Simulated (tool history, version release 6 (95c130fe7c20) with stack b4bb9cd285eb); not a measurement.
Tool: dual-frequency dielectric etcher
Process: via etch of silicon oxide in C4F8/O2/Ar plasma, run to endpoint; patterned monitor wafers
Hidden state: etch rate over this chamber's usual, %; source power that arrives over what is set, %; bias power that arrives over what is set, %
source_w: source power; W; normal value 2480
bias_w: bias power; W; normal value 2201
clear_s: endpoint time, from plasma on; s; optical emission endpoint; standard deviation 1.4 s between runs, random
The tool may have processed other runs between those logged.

run	hour	source_w	bias_w	wafers since the last listed run	hours since the last wet clean	hours since the last source power generator calibration	hours since the last bias power generator calibration	hours since the last upper electrode change	incoming incoming film thickness, nm	clear_s
1	0.0	2480	2201	0	173.4	3876.2	1312.4	1492.9	1387.8	237.1
2	70.6	2480	2201	265	244.0	3946.8	1383.0	1563.5	1390.0	239.3
3	124.4	2480	2201	201	297.8	4000.6	1436.8	1617.3	1369.7	233.9
4	187.3	2480	2201	236	360.7	4063.5	1499.7	1680.2	1386.2	237.7
5	238.4	2480	2201	191	411.8	4114.6	1550.8	1731.3	1379.7	235.8
# hour 330.0: wet clean of the chamber
6	330.5	2480	2055	255	0.5	4206.7	1642.9	1823.4	1385.2	243.9
7	370.2	2480	2405	149	40.2	4246.4	1682.6	1863.1	1389.9	229.6
8	401.3	2480	2201	116	71.3	4277.5	1713.7	1894.2	1395.4	238.3
9	431.8	2480	2201	114	101.8	4308.0	1744.2	1924.7	1393.7	239.6
# hour 477.4: upper electrode replaced
10	477.9	2720	1828	82	147.9	4354.1	1790.3	0.5	1392.0	253.1
11	493.3	2720	1828	57	163.3	4369.5	1805.7	15.9	1405.5	256.9
12	528.3	2480	2509	131	198.3	4404.5	1840.7	50.9	1384.6	222.6
13	579.0	2480	2201	190	249.0	4455.2	1891.4	101.6	1391.7	240.7
# hour 614.5: bias power generator calibrated
14	643.6	2480	2201	227	313.6	4519.8	29.1	166.2	1391.6	240.6
15	669.6	2480	2485	97	339.6	4545.8	55.1	192.2	1402.9	227.2
16	718.4	2950	2201	183	388.4	4594.6	103.9	241.0	1395.7	224.4
17	751.0	2480	2201	122	421.0	4627.2	136.5	273.6	1383.3	238.6
# hour 790.8: source power generator calibrated
# hour 827.6: wet clean of the chamber
18	828.1	2040	1799	184	0.5	37.3	213.6	350.7	1379.2	278.8
19	866.9	2480	2201	145	39.3	76.1	252.4	389.5	1388.9	236.6
20	906.3	1940	1838	147	78.7	115.5	291.8	428.9	1387.4	281.6
21	959.0	1960	1672	197	131.4	168.2	344.5	481.6	1377.2	289.3
22	994.8	2480	2432	134	167.2	204.0	380.3	517.4	1378.0	225.5
23	1062.2	2010	1684	253	234.6	271.4	447.7	584.8	1397.0	290.1
24	1112.1	2480	2476	187	284.5	321.3	497.6	634.7	1393.6	226.9

Consider 4 possible next runs. They are alternatives, not a sequence: every one starts from the tool as it was left by run 24. What does each give?
A	1112.6	2480	2201	1	285.0	321.8	498.1	635.2	1383.5	?
B	1112.6	2660	1941	1	285.0	321.8	498.1	635.2	1383.5	?
C	1112.6	1970	2476	1	285.0	321.8	498.1	635.2	1383.5	?
D	1112.6	3030	2058	1	285.0	321.8	498.1	635.2	1383.5	?

run	clear_s
A	238.5
B	247.7
C	241.1
D	231.5
Had the tool no hidden state, the same runs would have come out as:
run	clear_s
A	238.5
B	247.7
C	241.1
D	231.5
